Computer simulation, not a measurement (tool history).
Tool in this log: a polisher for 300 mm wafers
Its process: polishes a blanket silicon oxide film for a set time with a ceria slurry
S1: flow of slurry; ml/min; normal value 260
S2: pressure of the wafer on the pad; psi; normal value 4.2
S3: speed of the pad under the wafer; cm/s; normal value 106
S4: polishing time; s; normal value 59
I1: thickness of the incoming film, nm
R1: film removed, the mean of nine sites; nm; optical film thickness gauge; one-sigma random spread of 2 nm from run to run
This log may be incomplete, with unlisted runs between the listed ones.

Run 1, hour 0: usual settings; I1 1030.9. Result: R1 299.6 nm.
Run 2, hour 7.5: usual settings; I1 1053.2. Result: R1 300.4 nm.
At hour 13.4: worn pad replaced by a new one.
Run 3, hour 18: usual settings; I1 1037.6. Result: R1 299.7 nm.
Run 4, hour 31.7: usual settings; I1 1025.4. Result: R1 297.4 nm.
Run 5, hour 76.9: usual settings; I1 1047. Result: R1 294.6 nm.
Run 6, hour 86.9: usual settings; I1 1046.7. Result: R1 297.4 nm.
Run 7, hour 95: usual settings; I1 1045. Result: R1 297.9 nm.
Run 8, hour 111.4: usual settings but S3 86 cm/s; I1 1039.9. Result: R1 261.3 nm.
At hour 126.2: worn pad replaced by a new one.
Run 9, hour 126.7: usual settings; I1 1040.8. Result: R1 293 nm.
Run 10, hour 136.1: usual settings; I1 1028.9. Result: R1 292.9 nm.
Run 11, hour 144.6: usual settings; I1 1036.5. Result: R1 293.2 nm.
At hour 146.9: slurry nozzle cleaned.
Run 12, hour 152: usual settings but S2 3.6 psi; I1 1044.4. Result: R1 271.6 nm.
Run 13, hour 161.5: usual settings but S2 3.6 psi; I1 1035.8. Result: R1 273 nm.
Run 14, hour 167.7: usual settings but S1 235 ml/min; I1 1050.1. Result: R1 310.7 nm.
Run 15, hour 174.4: usual settings but S1 235 ml/min; I1 1041.1. Result: R1 314.2 nm.
Run 16, hour 184.4: usual settings but S1 225 ml/min; I1 1046.8. Result: R1 309.1 nm.
Run 17, hour 190.7: usual settings but S1 330 ml/min, S2 2.9 psi, S3 82 cm/s, S4 49 s; I1 1048.4. Result: R1 161.9 nm.
At hour 211: worn pad replaced by a new one.
Run 18, hour 211.5: usual settings but S4 71 s; I1 1060. Result: R1 380.5 nm.
Run 19, hour 216.9: usual settings but S1 210 ml/min, S2 3.7 psi, S4 79 s; I1 1048.8. Result: R1 358.8 nm.
Run 20, hour 223.4: usual settings but S2 4.8 psi, S4 47 s; I1 1057.5. Result: R1 286.3 nm.
Run 21, hour 241.1: usual settings but S2 4.7 psi, S3 74 cm/s, S4 73 s; I1 1044.3. Result: R1 357.4 nm.
Run 22, hour 252.1: usual settings but S1 190 ml/min, S2 5.6 psi, S3 78 cm/s, S4 44 s; I1 1040.9. Result: R1 251.7 nm.
Run 23, hour 261.8: usual settings but S1 215 ml/min; I1 1042.8. Result: R1 304.6 nm.
Run 24, hour 275.9: usual settings; I1 1043.1. Result: R1 317.7 nm.
At hour 286.8: head pressure recalibrated.
Run 25, hour 287.8: usual settings; I1 1018.4. Result: R1 292.2 nm.

Expected results for the next run?
Run 26, hour 297.9: usual settings; I1 1043.2. Result: R1 ?.

Run 26 produced R1 292 nm.
If the tool had no hidden condition, the same run with the same run-to-run variation would have returned R1 295.1 nm.

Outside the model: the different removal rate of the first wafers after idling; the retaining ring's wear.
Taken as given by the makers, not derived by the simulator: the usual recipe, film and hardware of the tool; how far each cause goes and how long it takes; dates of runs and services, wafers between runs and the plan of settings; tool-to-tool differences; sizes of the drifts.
